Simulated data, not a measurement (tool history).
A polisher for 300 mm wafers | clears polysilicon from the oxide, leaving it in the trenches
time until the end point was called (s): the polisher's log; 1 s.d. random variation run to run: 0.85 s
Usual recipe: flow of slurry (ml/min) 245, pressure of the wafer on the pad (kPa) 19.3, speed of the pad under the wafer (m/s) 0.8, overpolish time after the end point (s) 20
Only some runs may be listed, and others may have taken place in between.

run,hour,flow of slurry (ml/min),pressure of the wafer on the pad (kPa),speed of the pad under the wafer (m/s),overpolish time after the end point (s),"incoming thickness of the incoming film, nm",time until the end point was called (s)
1,0.0,245,19.3,0.8,20,484.1,45.3
2,28.6,245,19.3,0.8,20,485.2,45.7
3,53.0,245,19.3,0.8,20,482.0,46.4
4,110.3,245,19.3,0.8,20,494.0,47.9
# hour 115.4: worn pad replaced by a new one
5,178.3,245,19.3,0.8,20,485.5,46.1
# hour 247.4: worn pad replaced by a new one
6,350.0,245,19.3,0.8,20,499.2,47.6
# hour 374.6: head pressure recalibrated
# hour 376.5: worn pad replaced by a new one
# hour 409.3: slurry nozzle cleaned
7,419.4,245,19.3,0.8,20,498.3,43.9

The next listed run, before its measurement:
8,462.0,245,24.1,0.8,10,490.1,?

time until the end point was called (s): 34.2
Minus the tool's unlogged condition, the same run would have read time until the end point was called (s) 33.7.
